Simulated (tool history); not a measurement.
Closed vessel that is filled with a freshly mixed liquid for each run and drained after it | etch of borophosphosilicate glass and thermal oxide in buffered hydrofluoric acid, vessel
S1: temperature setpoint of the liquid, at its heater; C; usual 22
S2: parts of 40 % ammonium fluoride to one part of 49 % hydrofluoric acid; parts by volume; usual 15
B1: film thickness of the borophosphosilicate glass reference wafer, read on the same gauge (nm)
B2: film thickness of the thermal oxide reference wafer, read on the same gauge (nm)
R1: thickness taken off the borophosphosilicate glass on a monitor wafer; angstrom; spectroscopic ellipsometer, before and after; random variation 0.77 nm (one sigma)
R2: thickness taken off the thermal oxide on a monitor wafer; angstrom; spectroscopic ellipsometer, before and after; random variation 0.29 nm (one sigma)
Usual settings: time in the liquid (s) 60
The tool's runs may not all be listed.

{"run": 1, "hour": 0.0, "S1": 22, "S2": 15, "time in the liquid (s)": 60, "B1": 49.99, "B2": 40.01, "R1": 768, "R2": 382.7}
{"run": 2, "hour": 25.2, "S1": 22, "S2": 15, "time in the liquid (s)": 60, "B1": 50.01, "B2": 39.99, "R1": 775.8, "R2": 376.3}
{"run": 3, "hour": 64.2, "S1": 22, "S2": 15, "time in the liquid (s)": 60, "B1": 49.97, "B2": 40.02, "R1": 771.5, "R2": 381.5}
{"run": 4, "hour": 129.7, "S1": 24, "S2": 15, "time in the liquid (s)": 40, "B1": 49.99, "B2": 40.01, "R1": 578.5, "R2": 284}
{"hour": 132.3, "done": "gauge calibrated"}
{"run": 5, "hour": 260.3, "S1": 24, "S2": 15, "time in the liquid (s)": 40, "B1": 49.96, "B2": 39.97, "R1": 578.4, "R2": 283.5}
{"run": 6, "hour": 311.4, "S1": 22, "S2": 15, "time in the liquid (s)": 60, "B1": 50, "B2": 40.05, "R1": 778, "R2": 383}
{"run": 7, "hour": 344.6, "S1": 22, "S2": 15, "time in the liquid (s)": 60, "B1": 49.97, "B2": 39.99, "R1": 777.3, "R2": 377.7}
{"run": 8, "hour": 396.0, "S1": 22, "S2": 15, "time in the liquid (s)": 60, "B1": 49.97, "B2": 39.99, "R1": 775.2, "R2": 382.1}
{"run": 9, "hour": 452.6, "S1": 22, "S2": 15, "time in the liquid (s)": 60, "B1": 50.05, "B2": 40.01, "R1": 786.6, "R2": 379.2}
{"hour": 472.9, "done": "thermometer replaced"}
{"run": 10, "hour": 505.5, "S1": 22, "S2": 15, "time in the liquid (s)": 40, "B1": 50, "B2": 39.98, "R1": 525.6, "R2": 253.3}
{"run": 11, "hour": 541.6, "S1": 22, "S2": 15, "time in the liquid (s)": 35, "B1": 49.98, "B2": 40, "R1": 445.6, "R2": 221.9}
{"run": 12, "hour": 569.4, "S1": 17, "S2": 12, "time in the liquid (s)": 80, "B1": 50.01, "B2": 39.93, "R1": 960.1, "R2": 473.4}
{"hour": 589.8, "done": "hydrofluoric acid flow meter replaced"}
{"run": 13, "hour": 615.4, "S1": 22, "S2": 15, "time in the liquid (s)": 60, "B1": 49.96, "B2": 39.96, "R1": 788.3, "R2": 378.6}
{"run": 14, "hour": 673.7, "S1": 22, "S2": 15, "time in the liquid (s)": 60, "B1": 50.02, "B2": 40.01, "R1": 773, "R2": 378.2}
{"run": 15, "hour": 719.9, "S1": 17, "S2": 15, "time in the liquid (s)": 60, "B1": 49.96, "B2": 39.97, "R1": 591.1, "R2": 288.3}
{"hour": 730.7, "done": "gauge calibrated"}
{"run": 16, "hour": 784.4, "S1": 22, "S2": 15, "time in the liquid (s)": 60, "B1": 50.02, "B2": 40, "R1": 779.5, "R2": 379.1}
{"run": 17, "hour": 830.7, "S1": 22, "S2": 21, "time in the liquid (s)": 60, "B1": 50.02, "B2": 39.97, "R1": 566, "R2": 280.8}
{"run": 18, "hour": 897.4, "S1": 22, "S2": 18.5, "time in the liquid (s)": 35, "B1": 50.03, "B2": 40.02, "R1": 365.6, "R2": 180.7}
{"run": 19, "hour": 923.6, "S1": 27, "S2": 13, "time in the liquid (s)": 35, "B1": 50.04, "B2": 39.99, "R1": 679.5, "R2": 333.2}

5 ways to go on from here, each from the tool as it stands after run 19. What would each give?
{"run": "A", "hour": 924.3, "S1": 22, "S2": 15, "time in the liquid (s)": 60, "B1": "?", "B2": "?", "R1": "?", "R2": "?"}
{"run": "B", "hour": 924.3, "S1": 22, "S2": 17.5, "time in the liquid (s)": 60, "B1": "?", "B2": "?", "R1": "?", "R2": "?"}
{"run": "C", "hour": 924.3, "S1": 22, "S2": 18, "time in the liquid (s)": 50, "B1": "?", "B2": "?", "R1": "?", "R2": "?"}
{"run": "D", "hour": 924.3, "S1": 24, "S2": 9.5, "time in the liquid (s)": 70, "B1": "?", "B2": "?", "R1": "?", "R2": "?"}
{"run": "E", "hour": 924.3, "S1": 17.5, "S2": 15, "time in the liquid (s)": 60, "B1": "?", "B2": "?", "R1": "?", "R2": "?"}

run=A B1=50 B2=40.02 R1=774.3 R2=375.1
run=B B1=50 B2=40.02 R1=664.9 R2=322.3
run=C B1=50 B2=40.02 R1=538.8 R2=261.2
run=D B1=50 B2=40.02 R1=1550.8 R2=749.9
run=E B1=50 B2=40.02 R1=603.2 R2=291.3
Without the tool's hidden state the same runs would have given:
run=A R1=774.3 R2=375.1
run=B R1=664.9 R2=322.3
run=C R1=538.8 R2=261.2
run=D R1=1550.8 R2=749.9
run=E R1=603.2 R2=291.3

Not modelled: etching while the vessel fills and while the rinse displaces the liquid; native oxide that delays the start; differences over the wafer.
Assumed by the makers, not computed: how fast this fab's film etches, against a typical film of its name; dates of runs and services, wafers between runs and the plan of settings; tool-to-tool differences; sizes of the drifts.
